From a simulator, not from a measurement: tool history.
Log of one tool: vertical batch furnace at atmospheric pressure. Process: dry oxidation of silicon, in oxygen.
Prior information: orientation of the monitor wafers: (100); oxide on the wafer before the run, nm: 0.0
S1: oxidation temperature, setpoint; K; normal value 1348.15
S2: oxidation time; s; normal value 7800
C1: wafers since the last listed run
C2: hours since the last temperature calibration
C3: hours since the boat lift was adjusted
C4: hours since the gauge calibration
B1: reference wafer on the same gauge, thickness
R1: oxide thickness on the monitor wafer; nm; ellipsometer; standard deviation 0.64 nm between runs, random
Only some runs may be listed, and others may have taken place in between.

Run 1, hour 0.0: usual settings but S1 1357.15 K, S2 6120 s; C1 0; C2 1505.6; C3 2304.7; C4 5.7; B1 155.12. Result: R1 118.65 nm.
Run 2, hour 20.3: usual settings but S1 1357.15 K, S2 6120 s; C1 189; C2 1525.9; C3 2325.0; C4 26.0; B1 155.07. Result: R1 119.93 nm.
Run 3, hour 42.9: usual settings but S1 1364.15 K; C1 210; C2 1548.5; C3 2347.6; C4 48.6; B1 155.12. Result: R1 146.81 nm.
Run 4, hour 72.2: usual settings but S1 1364.15 K; C1 273; C2 1577.8; C3 2376.9; C4 77.9; B1 154.96. Result: R1 147.20 nm.
Run 5, hour 97.0: usual settings but S1 1364.15 K; C1 231; C2 1602.6; C3 2401.7; C4 102.7; B1 154.90. Result: R1 145.30 nm.
Run 6, hour 115.0: usual settings but S1 1362.15 K; C1 167; C2 1620.6; C3 2419.7; C4 120.7; B1 154.87. Result: R1 144.59 nm.
Run 7, hour 150.6: usual settings but S1 1362.15 K; C1 331; C2 1656.2; C3 2455.3; C4 156.3; B1 154.89. Result: R1 144.37 nm.
Run 8, hour 178.4: usual settings but S1 1362.15 K; C1 259; C2 1684.0; C3 2483.1; C4 184.1; B1 154.88. Result: R1 143.91 nm.
At hour 250.8: thermocouples replaced and temperature profile calibrated.
Run 9, hour 251.3: usual settings; C1 455; C2 0.5; C3 2556.0; C4 257.0; B1 154.93. Result: R1 130.66 nm.
Run 10, hour 258.4: usual settings but S1 1364.15 K; C1 66; C2 7.6; C3 2563.1; C4 264.1; B1 154.83. Result: R1 146.64 nm.
Run 11, hour 291.0: usual settings but S1 1371.15 K, S2 10980 s; C1 303; C2 40.2; C3 2595.7; C4 296.7; B1 155.08. Result: R1 188.87 nm.
At hour 313.5: gauge calibrated.
Run 12, hour 323.8: usual settings but S1 1363.15 K; C1 305; C2 73.0; C3 2628.5; C4 10.3; B1 155.03. Result: R1 145.27 nm.
At hour 351.3: boat lift adjusted.
Run 13, hour 377.3: usual settings but S2 10320 s; C1 274; C2 126.5; C3 26.0; C4 63.8; B1 155.03. Result: R1 154.70 nm.
Run 14, hour 405.8: usual settings but S2 11400 s; C1 265; C2 155.0; C3 54.5; C4 92.3; B1 155.13. Result: R1 166.89 nm.
Run 15, hour 440.5: usual settings but S2 11100 s; C1 323; C2 189.7; C3 89.2; C4 127.0; B1 154.82. Result: R1 162.19 nm.
Run 16, hour 460.0: usual settings but S1 1371.15 K, S2 5160 s; C1 181; C2 209.2; C3 108.7; C4 146.5; B1 155.02. Result: R1 118.91 nm.
Run 17, hour 491.1: usual settings but S1 1329.15 K, S2 10920 s; C1 289; C2 240.3; C3 139.8; C4 177.6; B1 154.86. Result: R1 140.36 nm.

Forecast run 18:
Run 18, hour 522.4: usual settings; C1 291; C2 271.6; C3 171.1; C4 208.9; B1 ?. Result: R1 ?.

B1: 155.06
R1: 130.42 nm
Had the tool carried no hidden state, the very same run would have given R1 130.42 nm.
